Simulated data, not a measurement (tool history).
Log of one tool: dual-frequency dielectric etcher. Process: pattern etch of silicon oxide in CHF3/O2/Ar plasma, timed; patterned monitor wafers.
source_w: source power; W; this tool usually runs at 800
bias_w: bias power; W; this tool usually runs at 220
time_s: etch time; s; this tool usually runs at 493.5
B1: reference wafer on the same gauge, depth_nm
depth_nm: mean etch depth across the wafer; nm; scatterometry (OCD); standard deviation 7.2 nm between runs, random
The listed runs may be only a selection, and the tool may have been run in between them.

Run 1, day 0: usual settings but bias_w 193 W; B1 1079.2. Result: depth_nm 1096.7 nm.
Run 2, day 0.138: usual settings but time_s 594.5 s; B1 1079.7. Result: depth_nm 1411.6 nm.
Run 3, day 0.567: usual settings but time_s 594.5 s; B1 1080.4. Result: depth_nm 1429 nm.
Run 4, day 1.138: usual settings but time_s 594.5 s; B1 1076.1. Result: depth_nm 1442.5 nm.
Run 5, day 1.8: usual settings but bias_w 182 W, time_s 575.5 s; B1 1079.8. Result: depth_nm 1253.1 nm.
Run 6, day 2.421: usual settings but bias_w 182 W, time_s 575.5 s; B1 1077. Result: depth_nm 1253.5 nm.
Run 7, day 2.833: usual settings; B1 1079.5. Result: depth_nm 1173.8 nm.
Run 8, day 3.462: usual settings; B1 1081.1. Result: depth_nm 1193.6 nm.
At day 4.438: bias power generator calibrated.
Run 9, day 4.458: usual settings but bias_w 247 W; B1 1079.7. Result: depth_nm 1237 nm.
Run 10, day 4.738: usual settings but source_w 860 W, bias_w 173 W, time_s 378 s; B1 1078.5. Result: depth_nm 807.2 nm.
At day 5.017: gauge calibrated.
At day 5.383: source power generator calibrated.
At day 5.754: wet clean of the chamber.
Run 11, day 5.775: usual settings; B1 1082.3. Result: depth_nm 1198.8 nm.
Run 12, day 5.792: usual settings; B1 1080.2. Result: depth_nm 1206.3 nm.
Run 13, day 6.408: usual settings but source_w 720 W, bias_w 195 W; B1 1079.4. Result: depth_nm 1102.1 nm.
Run 14, day 7.058: usual settings but source_w 750 W, bias_w 181 W, time_s 631.5 s; B1 1076.3. Result: depth_nm 1394.9 nm.
Run 15, day 7.8: usual settings but bias_w 271 W; B1 1080.5. Result: depth_nm 1315.8 nm.
Run 16, day 8.396: usual settings but bias_w 172 W, time_s 368 s; B1 1078.2. Result: depth_nm 788 nm.
Run 17, day 8.858: usual settings but source_w 750 W, bias_w 249 W; B1 1082.3. Result: depth_nm 1249.8 nm.
Run 18, day 9.379: usual settings but source_w 860 W, bias_w 176 W, time_s 576 s; B1 1078.4. Result: depth_nm 1254.3 nm.
Run 19, day 10.079: usual settings but source_w 890 W, bias_w 166 W, time_s 431.5 s; B1 1078.9. Result: depth_nm 943 nm.
Run 20, day 10.792: usual settings but source_w 640 W, bias_w 273 W; B1 1081.2. Result: depth_nm 1258.6 nm.
Run 21, day 11.058: usual settings but source_w 610 W, bias_w 165 W; B1 1080.1. Result: depth_nm 980.1 nm.
Run 22, day 11.554: usual settings but source_w 720 W, bias_w 268 W; B1 1080.7. Result: depth_nm 1277.5 nm.
Run 23, day 12.054: usual settings but source_w 660 W, bias_w 245 W, time_s 424 s; B1 1078.5. Result: depth_nm 1037.6 nm.
Run 24, day 12.354: usual settings but source_w 970 W, bias_w 245 W; B1 1080.1. Result: depth_nm 1302.1 nm.
Run 25, day 12.85: usual settings; B1 1081. Result: depth_nm 1176.5 nm.
Run 26, day 13.196: usual settings but bias_w 183 W, time_s 398 s; B1 1081.1. Result: depth_nm 876.3 nm.
Run 27, day 13.725: usual settings but source_w 920 W, bias_w 266 W; B1 1079.9. Result: depth_nm 1352 nm.
Run 28, day 14.446: usual settings; B1 1082.1. Result: depth_nm 1178.4 nm.
Run 29, day 14.9: usual settings but time_s 563.5 s; B1 1081.6. Result: depth_nm 1366 nm.
Run 30, day 15.388: usual settings but source_w 940 W, bias_w 241 W; B1 1080.8. Result: depth_nm 1288.4 nm.
Run 31, day 15.696: usual settings; B1 1079.9. Result: depth_nm 1189.1 nm.

Each row is a separate what-if for the run after 31, all from the same tool condition, not one after another. Results?
Run A, day 15.721: usual settings; B1 ?. Result: depth_nm ?.
Run B, day 15.721: usual settings but time_s 631 s; B1 ?. Result: depth_nm ?.
Run C, day 15.721: usual settings but source_w 930 W, time_s 452.5 s; B1 ?. Result: depth_nm ?.

run      B1  depth_nm
  A  1082.6    1188.5
  B  1082.6    1519.6
  C  1082.6    1127.9
What these runs would have given with no unlogged condition in the tool:
run  depth_nm
  A    1203.1
  B    1538.3
  C    1141.7

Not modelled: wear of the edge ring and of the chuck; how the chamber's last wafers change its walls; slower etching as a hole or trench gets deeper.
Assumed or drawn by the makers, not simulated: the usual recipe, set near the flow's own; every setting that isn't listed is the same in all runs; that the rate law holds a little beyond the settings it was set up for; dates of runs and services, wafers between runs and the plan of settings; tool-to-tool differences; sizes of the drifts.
